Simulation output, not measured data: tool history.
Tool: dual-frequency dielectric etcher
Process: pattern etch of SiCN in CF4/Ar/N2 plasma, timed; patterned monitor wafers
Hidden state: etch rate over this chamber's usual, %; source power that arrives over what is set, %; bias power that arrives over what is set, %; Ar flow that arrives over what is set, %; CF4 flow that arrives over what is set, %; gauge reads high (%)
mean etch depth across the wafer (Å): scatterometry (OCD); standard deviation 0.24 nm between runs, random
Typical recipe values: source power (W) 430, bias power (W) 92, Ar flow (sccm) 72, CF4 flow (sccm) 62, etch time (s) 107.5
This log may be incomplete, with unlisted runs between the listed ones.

| run | hour | source power (W) | bias power (W) | Ar flow (sccm) | CF4 flow (sccm) | etch time (s) | wafers since the last listed run | hours since the last wet clean | hours since the last source power generator calibration | hours since the last bias power generator calibration | hours since the last Ar flow controller change | hours since the last CF4 flow controller change | hours since the last upper electrode change | hours since the gauge calibration | read-back reference wafer on the same gauge, depth_nm | mean etch depth across the wafer (Å) |
|---|---|---|---|---|---|---|---|---|---|---|---|---|---|---|---|---|
| 1 | 0.0 | 460 | 92 | 72 | 72 | 107.5 | 0 | 183.9 | 2158.1 | 1748.8 | 945.5 | 2337.7 | 4236.3 | 1277.3 | 82.3 | 987 |
| 2 | 72.0 | 430 | 104 | 72 | 62 | 107.5 | 661 | 255.9 | 2230.1 | 1820.8 | 1017.5 | 2409.7 | 4308.3 | 1349.3 | 82.3 | 957 |
| 3 | 135.4 | 430 | 92 | 72 | 62 | 107.5 | 582 | 319.3 | 2293.5 | 1884.2 | 1080.9 | 2473.1 | 4371.7 | 1412.7 | 82.3 | 919 |
|  | 172.4 | CF4 flow controller replaced |
|  | 241.0 | bias power generator calibrated |
|  | 249.2 | upper electrode replaced |
| 4 | 249.7 | 430 | 92 | 72 | 62 | 107.5 | 882 | 433.6 | 2407.8 | 8.7 | 1195.2 | 77.3 | 0.5 | 1527.0 | 82.3 | 914 |
| 5 | 318.7 | 430 | 92 | 72 | 62 | 107.5 | 633 | 502.6 | 2476.8 | 77.7 | 1264.2 | 146.3 | 69.5 | 1596.0 | 82.3 | 913 |
|  | 353.4 | wet clean of the chamber |
| 6 | 413.4 | 430 | 92 | 72 | 62 | 107.5 | 649 | 60.0 | 2571.5 | 172.4 | 1358.9 | 241.0 | 164.2 | 1690.7 | 82.3 | 923 |
| 7 | 473.1 | 430 | 92 | 72 | 62 | 107.5 | 548 | 119.7 | 2631.2 | 232.1 | 1418.6 | 300.7 | 223.9 | 1750.4 | 82.3 | 922 |
| 8 | 547.0 | 430 | 92 | 72 | 62 | 107.5 | 678 | 193.6 | 2705.1 | 306.0 | 1492.5 | 374.6 | 297.8 | 1824.3 | 82.2 | 922 |
| 9 | 598.5 | 430 | 92 | 72 | 62 | 107.5 | 472 | 245.1 | 2756.6 | 357.5 | 1544.0 | 426.1 | 349.3 | 1875.8 | 82.3 | 923 |
| 10 | 686.2 | 430 | 92 | 72 | 62 | 107.5 | 805 | 332.8 | 2844.3 | 445.2 | 1631.7 | 513.8 | 437.0 | 1963.5 | 82.3 | 921 |
|  | 727.7 | gauge calibrated |
| 11 | 759.7 | 430 | 110 | 61 | 72 | 107.5 | 674 | 406.3 | 2917.8 | 518.7 | 1705.2 | 587.3 | 510.5 | 32.0 | 82.3 | 1002 |
| 12 | 819.8 | 370 | 92 | 65 | 55 | 107.5 | 551 | 466.4 | 2977.9 | 578.8 | 1765.3 | 647.4 | 570.6 | 92.1 | 82.3 | 817 |
|  | 875.8 | wet clean of the chamber |
| 13 | 927.4 | 540 | 92 | 72 | 62 | 107.5 | 767 | 51.6 | 3085.5 | 686.4 | 1872.9 | 755.0 | 678.2 | 199.7 | 82.3 | 1103 |
|  | 1025.7 | source power generator calibrated |
|  | 1122.0 | Ar flow controller replaced |
| 14 | 1157.1 | 430 | 71 | 82 | 54 | 82.0 | 2017 | 281.3 | 131.4 | 916.1 | 35.1 | 984.7 | 907.9 | 429.4 | 82.3 | 625 |
|  | 1275.1 | wet clean of the chamber |
| 15 | 1275.6 | 430 | 86 | 72 | 62 | 107.5 | 867 | 0.5 | 249.9 | 1034.6 | 153.6 | 1103.2 | 1026.4 | 547.9 | 82.3 | 909 |
| 16 | 1322.4 | 520 | 73 | 79 | 62 | 120.0 | 429 | 47.3 | 296.7 | 1081.4 | 200.4 | 1150.0 | 1073.2 | 594.7 | 82.3 | 1100 |
| 17 | 1428.0 | 400 | 92 | 81 | 62 | 107.5 | 969 | 152.9 | 402.3 | 1187.0 | 306.0 | 1255.6 | 1178.8 | 700.3 | 82.3 | 864 |
| 18 | 1487.6 | 430 | 101 | 72 | 62 | 107.5 | 547 | 212.5 | 461.9 | 1246.6 | 365.6 | 1315.2 | 1238.4 | 759.9 | 82.3 | 952 |
| 19 | 1543.8 | 430 | 92 | 72 | 62 | 107.5 | 516 | 268.7 | 518.1 | 1302.8 | 421.8 | 1371.4 | 1294.6 | 816.1 | 82.3 | 919 |
| 20 | 1592.1 | 430 | 77 | 64 | 62 | 76.0 | 443 | 317.0 | 566.4 | 1351.1 | 470.1 | 1419.7 | 1342.9 | 864.4 | 82.3 | 629 |

5 options for the next run, each taken on its own from the tool as it stands now. Forecast them:
| A | 1592.5 | 430 | 92 | 72 | 62 | 107.5 | 3 | 317.4 | 566.8 | 1351.5 | 470.5 | 1420.1 | 1343.3 | 864.8 | ? | ? |
| B | 1592.5 | 540 | 71 | 89 | 71 | 107.5 | 3 | 317.4 | 566.8 | 1351.5 | 470.5 | 1420.1 | 1343.3 | 864.8 | ? | ? |
| C | 1592.5 | 430 | 92 | 78 | 54 | 107.5 | 3 | 317.4 | 566.8 | 1351.5 | 470.5 | 1420.1 | 1343.3 | 864.8 | ? | ? |
| D | 1592.5 | 350 | 92 | 72 | 62 | 98.0 | 3 | 317.4 | 566.8 | 1351.5 | 470.5 | 1420.1 | 1343.3 | 864.8 | ? | ? |
| E | 1592.5 | 510 | 92 | 72 | 62 | 107.5 | 3 | 317.4 | 566.8 | 1351.5 | 470.5 | 1420.1 | 1343.3 | 864.8 | ? | ? |

| run | read-back reference wafer on the same gauge, depth_nm | mean etch depth across the wafer (Å) |
|---|---|---|
| A | 82.3 | 920 |
| B | 82.3 | 998 |
| C | 82.3 | 894 |
| D | 82.3 | 719 |
| E | 82.3 | 1048 |
Take away the tool's hidden state, keep each run's random variation, and the runs would have read:
| run | mean etch depth across the wafer (Å) |
|---|---|
| A | 925 |
| B | 1004 |
| C | 900 |
| D | 724 |
| E | 1054 |
